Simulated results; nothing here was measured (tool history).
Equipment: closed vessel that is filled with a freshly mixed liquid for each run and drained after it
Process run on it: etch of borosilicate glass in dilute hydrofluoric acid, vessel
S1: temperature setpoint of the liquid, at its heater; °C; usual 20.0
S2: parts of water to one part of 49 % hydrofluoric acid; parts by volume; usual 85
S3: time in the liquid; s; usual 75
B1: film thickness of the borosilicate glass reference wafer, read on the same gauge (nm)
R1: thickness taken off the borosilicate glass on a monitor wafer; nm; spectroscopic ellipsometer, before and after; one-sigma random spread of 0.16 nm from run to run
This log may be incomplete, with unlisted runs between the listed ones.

run	hour	S1	S2	S3	B1	R1
1	0.0	23.0	85	50	109.98	14.49
2	42.3	20.0	85	75	109.99	19.00
3	106.9	20.0	85	75	110.01	19.66
4	164.9	20.0	85	75	109.97	19.47
5	234.0	20.0	85	65	109.97	17.03
6	258.8	20.0	65	50	110.01	17.48
7	291.8	20.0	65	50	109.98	17.41
8	348.1	20.0	65	50	109.99	17.38
9	387.6	20.0	85	75	109.98	19.40
10	457.9	20.0	85	75	110.04	19.75
11	523.0	17.0	85	40	109.98	9.20
# hour 548.0: thermometer replaced
12	632.8	22.0	65	45	110.04	17.03
13	659.8	20.0	85	75	110.00	19.35
# hour 691.3: gauge calibrated
14	711.4	20.0	50	75	109.99	34.75
# hour 763.1: hydrofluoric acid flow meter replaced
15	770.3	20.0	65	75	110.06	25.41
16	816.2	20.0	85	75	109.99	19.19
17	849.4	23.0	85	50	109.96	14.15
18	911.9	17.0	120	40	109.97	6.06
19	982.3	17.0	100	55	110.03	10.24
20	1040.6	20.0	85	75	109.97	18.70
21	1095.2	20.0	110	75	110.00	14.40
22	1306.0	23.5	70	40	109.96	14.51
23	1344.7	20.0	85	75	110.00	19.00
24	1405.2	22.0	65	75	110.01	27.68
25	1446.0	20.0	100	75	109.94	15.87
26	1492.7	17.5	110	45	110.01	7.75
27	1527.6	17.0	85	40	109.96	9.00
28	1580.6	20.0	85	45	110.00	11.44
29	1781.5	17.0	120	85	110.00	13.39
# hour 1811.9: thermometer replaced
30	1822.6	20.0	125	75	109.99	12.58
31	1870.4	24.5	120	75	110.01	15.62
32	1912.8	20.0	60	100	109.98	37.50

5 options for the next run, each taken on its own from the tool as it stands now. Forecast them:
A	1913.5	20.0	85	110	?	?
B	1913.5	17.0	70	75	?	?
C	1913.5	17.0	60	75	?	?
D	1913.5	20.0	50	35	?	?
E	1913.5	17.0	105	30	?	?

run	B1	R1
A	110.00	28.47
B	110.00	21.10
C	110.00	24.88
D	110.00	16.02
E	110.00	5.43
Take away the tool's hidden state, keep each run's random variation, and the runs would have read:
run	R1
A	27.54
B	20.43
C	24.10
D	15.52
E	5.25

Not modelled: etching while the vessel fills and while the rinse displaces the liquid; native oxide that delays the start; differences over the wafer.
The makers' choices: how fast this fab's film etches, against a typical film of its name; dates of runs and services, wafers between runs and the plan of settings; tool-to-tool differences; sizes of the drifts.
